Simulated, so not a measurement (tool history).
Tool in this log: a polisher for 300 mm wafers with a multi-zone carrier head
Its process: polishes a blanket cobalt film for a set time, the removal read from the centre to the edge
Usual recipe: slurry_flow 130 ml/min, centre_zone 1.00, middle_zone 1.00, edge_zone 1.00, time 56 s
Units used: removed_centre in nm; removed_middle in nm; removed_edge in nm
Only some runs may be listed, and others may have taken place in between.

run	hour	slurry_flow	centre_zone	middle_zone	edge_zone	time	incoming thickness of the incoming film, nm	removed_centre	removed_middle	removed_edge
1	0.0	130	1.00	1.00	0.97	56	764.7	249.5	253.0	257.1
2	16.7	130	1.00	1.00	1.00	56	779.7	253.5	251.0	252.6
3	30.9	95	1.06	1.03	1.09	56	762.4	236.4	223.5	246.8
# hour 60.4: carrier head's membrane replaced by a new one
4	64.4	130	1.00	1.00	1.00	56	767.8	251.2	251.7	263.7
5	78.7	130	0.91	1.00	1.00	75	771.7	312.2	336.8	343.1
# hour 86.0: worn pad replaced by a new one
6	98.8	130	1.00	1.00	1.00	56	774.2	252.1	246.8	254.7
7	122.3	110	1.05	0.90	0.93	56	773.5	244.5	211.5	238.2
# hour 148.0: centre zone pressure recalibrated
8	156.6	130	1.08	1.00	1.00	50	773.2	224.6	216.5	229.0
9	188.4	95	1.08	0.95	1.00	39	770.5	147.1	141.0	155.0
10	211.4	130	1.00	1.00	1.00	56	764.5	229.3	239.1	241.7
11	230.5	130	0.92	1.00	1.00	56	767.7	209.1	237.6	253.1
12	255.0	95	0.93	1.00	1.10	67	766.7	211.7	244.5	284.6
# hour 263.9: worn pad replaced by a new one
# hour 269.2: slurry nozzle cleaned
13	282.4	130	0.94	1.00	1.06	56	769.0	254.1	276.0	283.2
14	298.9	130	1.00	1.00	1.00	68	780.9	330.6	336.1	333.5
15	327.8	130	1.00	1.00	1.00	56	772.8	267.1	275.7	274.9
16	356.5	105	1.00	1.00	1.00	56	769.0	254.5	255.1	254.3
# hour 385.6: edge zone pressure recalibrated
17	386.1	130	1.00	1.07	1.10	62	778.0	297.5	318.0	317.5
18	397.3	90	0.96	1.00	1.00	56	763.8	228.0	240.5	248.9
19	431.3	110	0.95	1.00	0.88	56	767.9	243.1	257.5	255.7
20	446.6	130	1.00	1.00	1.00	56	772.5	267.2	270.9	272.9
# hour 468.4: worn pad replaced by a new one
21	480.2	130	1.00	1.00	1.10	43	773.8	206.4	209.2	217.5
22	506.2	100	1.00	1.12	0.96	70	776.3	308.9	338.5	305.7
23	533.2	100	1.00	1.00	1.00	45	767.4	198.4	195.5	201.0

Forecast each of these 3 alternatives for the next run:
A	533.6	130	1.00	1.00	1.00	56	779.5	?	?	?
B	533.6	105	1.00	0.89	1.00	56	779.5	?	?	?
C	533.6	130	1.00	1.00	1.00	44	779.5	?	?	?

run	removed_centre	removed_middle	removed_edge
A	272.2	265.2	268.7
B	250.8	225.7	256.7
C	213.9	208.4	211.1
Without the tool's hidden state the same runs would have given:
run	removed_centre	removed_middle	removed_edge
A	273.1	277.9	277.5
B	255.3	239.3	266.9
C	214.6	218.3	218.0
